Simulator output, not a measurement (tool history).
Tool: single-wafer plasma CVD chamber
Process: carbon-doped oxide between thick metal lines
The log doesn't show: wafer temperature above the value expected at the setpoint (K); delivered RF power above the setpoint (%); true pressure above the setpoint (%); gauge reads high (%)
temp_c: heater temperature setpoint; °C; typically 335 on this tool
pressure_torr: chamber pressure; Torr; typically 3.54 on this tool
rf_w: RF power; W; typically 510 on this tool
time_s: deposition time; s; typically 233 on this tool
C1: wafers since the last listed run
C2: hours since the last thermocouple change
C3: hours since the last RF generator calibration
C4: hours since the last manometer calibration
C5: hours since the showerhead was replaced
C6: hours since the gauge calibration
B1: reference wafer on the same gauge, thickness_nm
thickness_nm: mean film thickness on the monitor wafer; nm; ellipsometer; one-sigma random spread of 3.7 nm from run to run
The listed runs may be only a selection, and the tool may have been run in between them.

run 1 hour=0.0 | temp_c=335 pressure_torr=3.54 rf_w=510 time_s=233 | C1=0 C2=1236.8 C3=1040.7 C4=1863.4 C5=6937.5 C6=263.2 | B1=1129.980 | thickness_nm=1159.079
run 2 hour=19.2 | temp_c=335 pressure_torr=3.54 rf_w=510 time_s=233 | C1=208 C2=1256.0 C3=1059.9 C4=1882.6 C5=6956.7 C6=282.4 | B1=1131.563 | thickness_nm=1153.734
run 3 hour=35.5 | temp_c=335 pressure_torr=3.54 rf_w=510 time_s=233 | C1=176 C2=1272.3 C3=1076.2 C4=1898.9 C5=6973.0 C6=298.7 | B1=1130.283 | thickness_nm=1155.110
run 4 hour=67.3 | temp_c=335 pressure_torr=3.54 rf_w=510 time_s=233 | C1=344 C2=1304.1 C3=1108.0 C4=1930.7 C5=7004.8 C6=330.5 | B1=1129.677 | thickness_nm=1157.912
-- hour=78.6 gauge calibrated
run 5 hour=95.7 | temp_c=335 pressure_torr=3.54 rf_w=510 time_s=233 | C1=308 C2=1332.5 C3=1136.4 C4=1959.1 C5=7033.2 C6=17.1 | B1=1130.620 | thickness_nm=1156.026
run 6 hour=129.1 | temp_c=335 pressure_torr=3.54 rf_w=510 time_s=233 | C1=362 C2=1365.9 C3=1169.8 C4=1992.5 C5=7066.6 C6=50.5 | B1=1129.619 | thickness_nm=1158.488
run 7 hour=163.7 | temp_c=342 pressure_torr=3.54 rf_w=510 time_s=246 | C1=375 C2=1400.5 C3=1204.4 C4=2027.1 C5=7101.2 C6=85.1 | B1=1130.665 | thickness_nm=1198.197
run 8 hour=177.5 | temp_c=342 pressure_torr=3.54 rf_w=510 time_s=246 | C1=149 C2=1414.3 C3=1218.2 C4=2040.9 C5=7115.0 C6=98.9 | B1=1130.441 | thickness_nm=1199.958
-- hour=194.0 capacitance manometer re-zeroed and calibrated
-- hour=197.8 showerhead replaced
run 9 hour=198.3 | temp_c=335 pressure_torr=3.05 rf_w=510 time_s=233 | C1=97 C2=1435.1 C3=1239.0 C4=4.3 C5=0.5 C6=119.7 | B1=1129.425 | thickness_nm=1142.906
run 10 hour=248.0 | temp_c=335 pressure_torr=3.05 rf_w=510 time_s=233 | C1=539 C2=1484.8 C3=1288.7 C4=54.0 C5=50.2 C6=169.4 | B1=1129.573 | thickness_nm=1144.150
run 11 hour=269.8 | temp_c=335 pressure_torr=3.05 rf_w=510 time_s=233 | C1=236 C2=1506.6 C3=1310.5 C4=75.8 C5=72.0 C6=191.2 | B1=1128.795 | thickness_nm=1143.907
run 12 hour=289.7 | temp_c=335 pressure_torr=3.54 rf_w=450 time_s=233 | C1=215 C2=1526.5 C3=1330.4 C4=95.7 C5=91.9 C6=211.1 | B1=1130.774 | thickness_nm=1090.139
run 13 hour=314.8 | temp_c=335 pressure_torr=3.54 rf_w=510 time_s=233 | C1=272 C2=1551.6 C3=1355.5 C4=120.8 C5=117.0 C6=236.2 | B1=1130.150 | thickness_nm=1161.978
run 14 hour=346.6 | temp_c=329 pressure_torr=3.54 rf_w=510 time_s=195 | C1=344 C2=1583.4 C3=1387.3 C4=152.6 C5=148.8 C6=268.0 | B1=1129.439 | thickness_nm=991.138
run 15 hour=379.2 | temp_c=340 pressure_torr=2.87 rf_w=570 time_s=258 | C1=353 C2=1616.0 C3=1419.9 C4=185.2 C5=181.4 C6=300.6 | B1=1131.034 | thickness_nm=1305.861
run 16 hour=414.8 | temp_c=347 pressure_torr=3.23 rf_w=420 time_s=265 | C1=386 C2=1651.6 C3=1455.5 C4=220.8 C5=217.0 C6=336.2 | B1=1130.331 | thickness_nm=1150.407
run 17 hour=439.0 | temp_c=335 pressure_torr=3.54 rf_w=485 time_s=233 | C1=262 C2=1675.8 C3=1479.7 C4=245.0 C5=241.2 C6=360.4 | B1=1130.172 | thickness_nm=1131.904
-- hour=466.3 gauge calibrated
-- hour=477.0 thermocouple changed; heater temperature recalibrated
run 18 hour=477.5 | temp_c=329 pressure_torr=2.97 rf_w=410 time_s=203 | C1=330 C2=0.5 C3=1518.2 C4=283.5 C5=279.7 C6=11.2 | B1=1130.263 | thickness_nm=909.191
run 19 hour=501.0 | temp_c=325 pressure_torr=3.54 rf_w=510 time_s=250 | C1=254 C2=24.0 C3=1541.7 C4=307.0 C5=303.2 C6=34.7 | B1=1129.569 | thickness_nm=1277.283
run 20 hour=517.3 | temp_c=330 pressure_torr=4.24 rf_w=465 time_s=233 | C1=176 C2=40.3 C3=1558.0 C4=323.3 C5=319.5 C6=51.0 | B1=1130.349 | thickness_nm=1140.704
run 21 hour=542.0 | temp_c=335 pressure_torr=3.54 rf_w=510 time_s=233 | C1=267 C2=65.0 C3=1582.7 C4=348.0 C5=344.2 C6=75.7 | B1=1129.668 | thickness_nm=1155.573
-- hour=566.8 RF generator calibrated
run 22 hour=567.3 | temp_c=347 pressure_torr=2.80 rf_w=440 time_s=209 | C1=187 C2=90.3 C3=0.5 C4=373.3 C5=369.5 C6=101.0 | B1=1129.001 | thickness_nm=921.327
run 23 hour=599.0 | temp_c=335 pressure_torr=3.26 rf_w=610 time_s=251 | C1=343 C2=122.0 C3=32.2 C4=405.0 C5=401.2 C6=132.7 | B1=1130.499 | thickness_nm=1348.823
run 24 hour=615.4 | temp_c=323 pressure_torr=3.54 rf_w=610 time_s=233 | C1=177 C2=138.4 C3=48.6 C4=421.4 C5=417.6 C6=149.1 | B1=1129.916 | thickness_nm=1304.998
run 25 hour=649.3 | temp_c=335 pressure_torr=3.54 rf_w=510 time_s=233 | C1=367 C2=172.3 C3=82.5 C4=455.3 C5=451.5 C6=183.0 | B1=1130.437 | thickness_nm=1162.618
run 26 hour=675.4 | temp_c=335 pressure_torr=4.17 rf_w=560 time_s=188 | C1=283 C2=198.4 C3=108.6 C4=481.4 C5=477.6 C6=209.1 | B1=1129.513 | thickness_nm=997.636
run 27 hour=706.3 | temp_c=335 pressure_torr=3.54 rf_w=510 time_s=233 | C1=335 C2=229.3 C3=139.5 C4=512.3 C5=508.5 C6=240.0 | B1=1129.995 | thickness_nm=1159.256
run 28 hour=726.4 | temp_c=335 pressure_torr=3.54 rf_w=510 time_s=233 | C1=218 C2=249.4 C3=159.6 C4=532.4 C5=528.6 C6=260.1 | B1=1129.727 | thickness_nm=1159.434

Take each entry between the runs: how does the hidden state at the last listed run before it differ from the hidden state at the first listed run after it?
After run 4, before run 5: gauge calibrated (hour 78.6)
  no difference in the tool's unlogged condition between these two runs
After run 8, before run 9: capacitance manometer re-zeroed and calibrated (hour 194.0); showerhead replaced (hour 197.8)
  no difference in the tool's unlogged condition between these two runs
After run 17, before run 18: gauge calibrated (hour 466.3); thermocouple changed; heater temperature recalibrated (hour 477.0)
  no difference in the tool's unlogged condition between these two runs
After run 21, before run 22: RF generator calibrated (hour 566.8)
  no difference in the tool's unlogged condition between these two runs
